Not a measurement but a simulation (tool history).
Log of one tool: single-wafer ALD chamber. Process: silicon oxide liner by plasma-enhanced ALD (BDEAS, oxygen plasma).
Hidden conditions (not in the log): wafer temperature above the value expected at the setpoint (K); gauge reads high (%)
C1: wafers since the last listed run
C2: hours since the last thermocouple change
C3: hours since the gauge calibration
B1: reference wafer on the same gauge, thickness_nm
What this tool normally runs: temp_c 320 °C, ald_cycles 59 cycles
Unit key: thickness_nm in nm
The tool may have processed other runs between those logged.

run 1 hour=0 | temp_c=320 ald_cycles=59 | C1=0 C2=1038.7 C3=508.1 | B1=5.667 | thickness_nm=5.249
run 2 hour=47.3 | temp_c=320 ald_cycles=59 | C1=181 C2=1086 C3=555.4 | B1=5.671 | thickness_nm=5.252
run 3 hour=114.1 | temp_c=320 ald_cycles=59 | C1=255 C2=1152.8 C3=622.2 | B1=5.668 | thickness_nm=5.268
run 4 hour=157.9 | temp_c=320 ald_cycles=59 | C1=167 C2=1196.6 C3=666 | B1=5.671 | thickness_nm=5.266
run 5 hour=226.3 | temp_c=320 ald_cycles=59 | C1=261 C2=1265 C3=734.4 | B1=5.677 | thickness_nm=5.245
run 6 hour=279.9 | temp_c=320 ald_cycles=59 | C1=205 C2=1318.6 C3=788 | B1=5.673 | thickness_nm=5.277
-- hour=316.3 gauge calibrated
run 7 hour=338.4 | temp_c=320 ald_cycles=59 | C1=223 C2=1377.1 C3=22.1 | B1=5.671 | thickness_nm=5.287
run 8 hour=391.1 | temp_c=323 ald_cycles=53 | C1=201 C2=1429.8 C3=74.8 | B1=5.672 | thickness_nm=4.669
run 9 hour=420.5 | temp_c=323 ald_cycles=53 | C1=112 C2=1459.2 C3=104.2 | B1=5.674 | thickness_nm=4.71
run 10 hour=481.4 | temp_c=320 ald_cycles=59 | C1=233 C2=1520.1 C3=165.1 | B1=5.667 | thickness_nm=5.258
run 11 hour=541.4 | temp_c=320 ald_cycles=59 | C1=229 C2=1580.1 C3=225.1 | B1=5.669 | thickness_nm=5.26
run 12 hour=612.4 | temp_c=320 ald_cycles=59 | C1=271 C2=1651.1 C3=296.1 | B1=5.667 | thickness_nm=5.24
run 13 hour=647.4 | temp_c=310 ald_cycles=51 | C1=133 C2=1686.1 C3=331.1 | B1=5.672 | thickness_nm=4.619
run 14 hour=683.7 | temp_c=310 ald_cycles=51 | C1=138 C2=1722.4 C3=367.4 | B1=5.668 | thickness_nm=4.606
run 15 hour=750.8 | temp_c=310 ald_cycles=51 | C1=256 C2=1789.5 C3=434.5 | B1=5.669 | thickness_nm=4.614
run 16 hour=791.7 | temp_c=320 ald_cycles=59 | C1=156 C2=1830.4 C3=475.4 | B1=5.666 | thickness_nm=5.24
run 17 hour=850.9 | temp_c=310 ald_cycles=51 | C1=226 C2=1889.6 C3=534.6 | B1=5.671 | thickness_nm=4.606
run 18 hour=901.5 | temp_c=328 ald_cycles=52 | C1=193 C2=1940.2 C3=585.2 | B1=5.665 | thickness_nm=4.57
-- hour=945.2 thermocouple changed; heater temperature recalibrated
run 19 hour=964.5 | temp_c=326 ald_cycles=48 | C1=210 C2=19.3 C3=648.2 | B1=5.669 | thickness_nm=4.231
run 20 hour=1014.4 | temp_c=320 ald_cycles=59 | C1=190 C2=69.2 C3=698.1 | B1=5.671 | thickness_nm=5.252
run 21 hour=1126.7 | temp_c=314 ald_cycles=59 | C1=429 C2=181.5 C3=810.4 | B1=5.674 | thickness_nm=5.311
run 22 hour=1172.8 | temp_c=329 ald_cycles=52 | C1=176 C2=227.6 C3=856.5 | B1=5.664 | thickness_nm=4.592
-- hour=1194.8 gauge calibrated
run 23 hour=1201.5 | temp_c=313 ald_cycles=67 | C1=109 C2=256.3 C3=6.7 | B1=5.664 | thickness_nm=6.047
run 24 hour=1239.9 | temp_c=325 ald_cycles=67 | C1=146 C2=294.7 C3=45.1 | B1=5.67 | thickness_nm=5.924
run 25 hour=1275.5 | temp_c=328 ald_cycles=69 | C1=136 C2=330.3 C3=80.7 | B1=5.672 | thickness_nm=6.059
run 26 hour=1362.5 | temp_c=320 ald_cycles=59 | C1=332 C2=417.3 C3=167.7 | B1=5.669 | thickness_nm=5.264

Run 27, settings as shown, results not yet in. Your forecast:
run 27 hour=1427.9 | temp_c=329 ald_cycles=50 | C1=250 C2=482.7 C3=233.1 | B1=? | thickness_nm=?

Run 27 gave B1 5.665, thickness_nm 4.398 nm.
Were there no unlogged condition in the tool, this run, its random variation unchanged, would have produced thickness_nm 4.398 nm.

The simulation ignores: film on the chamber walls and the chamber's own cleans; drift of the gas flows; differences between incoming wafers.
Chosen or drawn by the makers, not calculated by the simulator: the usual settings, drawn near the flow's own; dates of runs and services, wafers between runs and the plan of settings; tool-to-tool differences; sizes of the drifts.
